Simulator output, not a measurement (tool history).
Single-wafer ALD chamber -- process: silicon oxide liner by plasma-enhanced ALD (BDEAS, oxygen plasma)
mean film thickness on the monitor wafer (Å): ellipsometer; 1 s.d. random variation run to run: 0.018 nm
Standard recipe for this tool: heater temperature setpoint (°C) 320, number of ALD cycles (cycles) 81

run,hour,heater temperature setpoint (°C),number of ALD cycles (cycles),"read-back reference wafer on the same gauge, thickness_nm",mean film thickness on the monitor wafer (Å)
1,0,320,81,8.004,74.58
2,85.4,331,81,7.998,73.1
3,185.6,320,81,8,74.54
4,259.7,313,81,8.001,75.22
5,317.2,313,81,8.002,75.24
6,375.9,320,68,8.004,62.63
7,440.4,320,68,8.003,62.49
8,535.9,320,81,7.998,74.95
9,596.4,320,81,8.004,74.61
10,637.5,320,81,8.005,74.57
11,685.6,327,88,8.004,79.78
12,786.7,327,88,8,80.18
13,873.8,320,93,7.998,85.71
14,974.1,320,81,8.002,74.75
15,1081.5,320,81,8.001,74.67
16,1160.6,309,81,7.991,75.9
17,1238.5,309,81,7.997,75.86
18,1290,314,77,7.999,71.72
# hour 1386.8: thermocouple changed; heater temperature recalibrated
19,1387.3,320,81,7.996,73.76
20,1440.7,320,81,7.997,73.76
21,1504.9,327,88,8.005,79.18
22,1572.6,314,68,7.997,62.77
23,1670.8,320,81,7.991,74.08
24,1777.3,307,88,8.002,81.84
25,1827.6,331,66,8.002,59.33
26,1926.6,324,81,7.996,73.73
27,1977.7,335,75,7.999,66.62
# hour 2178.2: gauge calibrated
28,2270,313,85,8,79.05
29,2324.6,330,96,8.002,86.66
30,2411.8,320,69,7.998,63.45
31,2481.2,307,68,8,63.97
32,2564.2,307,92,7.996,86.52
33,2652.1,320,81,8,74.48
34,2737,320,81,8.004,74.46
35,2839.4,320,81,8.002,74.52

Forecast each of these 4 alternatives for the next run:
A,2839.9,320,97,?,?
B,2839.9,316,87,?,?
C,2839.9,320,71,?,?
D,2839.9,330,93,?,?

run,"read-back reference wafer on the same gauge, thickness_nm",mean film thickness on the monitor wafer (Å)
A,7.999,89.29
B,7.999,80.61
C,7.999,65.36
D,7.999,84.22
Without the tool's hidden state the same runs would have given:
run,mean film thickness on the monitor wafer (Å)
A,88.7
B,80.07
C,64.92
D,83.64
